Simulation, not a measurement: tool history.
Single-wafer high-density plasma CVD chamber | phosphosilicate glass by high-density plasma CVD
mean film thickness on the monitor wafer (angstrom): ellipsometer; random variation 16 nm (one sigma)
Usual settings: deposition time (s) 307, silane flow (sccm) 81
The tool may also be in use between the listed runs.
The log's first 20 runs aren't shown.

| run | hour | deposition time (s) | silane flow (sccm) | read-back reference wafer on the same gauge, thickness_nm | mean film thickness on the monitor wafer (angstrom) |
|---|---|---|---|---|---|
| 21 | 1719.6 | 307 | 81 | 3069.865 | 29100.43 |
| 22 | 1786.6 | 307 | 81 | 3066.533 | 28953.78 |
| 23 | 1884.5 | 264 | 87 | 3066.750 | 26354.67 |
| 24 | 1956.3 | 258 | 97 | 3078.651 | 28197.28 |
| 25 | 2036.1 | 307 | 70 | 3067.496 | 25150.24 |
| 26 | 2118.8 | 307 | 81 | 3070.376 | 28533.57 |
| 27 | 2170.2 | 307 | 73 | 3069.688 | 26031.10 |
| 28 | 2276.7 | 344 | 72 | 3068.628 | 28561.42 |
| 29 | 2381.4 | 334 | 75 | 3071.845 | 28760.79 |
| 30 | 2454.8 | 307 | 81 | 3075.358 | 28336.08 |
| 31 | 2522.6 | 357 | 74 | 3068.859 | 30298.82 |
| 32 | 2624.5 | 307 | 81 | 3072.654 | 28342.23 |
| 33 | 2723.3 | 307 | 81 | 3075.902 | 28090.14 |
| 34 | 2776.7 | 276 | 74 | 3068.179 | 23411.13 |
| 35 | 2812.8 | 278 | 81 | 3068.377 | 25470.31 |
| 36 | 2885.9 | 261 | 76 | 3078.473 | 22498.49 |
| 37 | 2962.1 | 362 | 75 | 3071.275 | 30525.05 |
| 38 | 3019.9 | 325 | 67 | 3071.425 | 25303.66 |
| 39 | 3061.1 | 337 | 76 | 3069.887 | 29077.42 |
| 40 | 3148.8 | 307 | 95 | 3077.394 | 32127.14 |
| 41 | 3187.6 | 307 | 81 | 3074.641 | 27758.08 |
| 42 | 3281.8 | 280 | 96 | 3064.622 | 29530.96 |
| 43 | 3371.2 | 307 | 81 | 3064.596 | 27933.25 |
| 44 | 3413.6 | 307 | 81 | 3073.064 | 27817.55 |
| 45 | 3498.7 | 332 | 81 | 3065.386 | 30170.29 |

3 ways to go on from here, each from the tool as it stands after run 45. What would each give?
| A | 3499.2 | 307 | 81 | ? | ? |
| B | 3499.2 | 292 | 81 | ? | ? |
| C | 3499.2 | 273 | 71 | ? | ? |

| run | read-back reference wafer on the same gauge, thickness_nm | mean film thickness on the monitor wafer (angstrom) |
|---|---|---|
| A | 3072.703 | 28104.35 |
| B | 3072.703 | 26731.17 |
| C | 3072.703 | 22359.49 |
Without the tool's hidden state the same runs would have given:
| run | mean film thickness on the monitor wafer (angstrom) |
|---|---|
| A | 29492.54 |
| B | 28051.54 |
| C | 23463.92 |
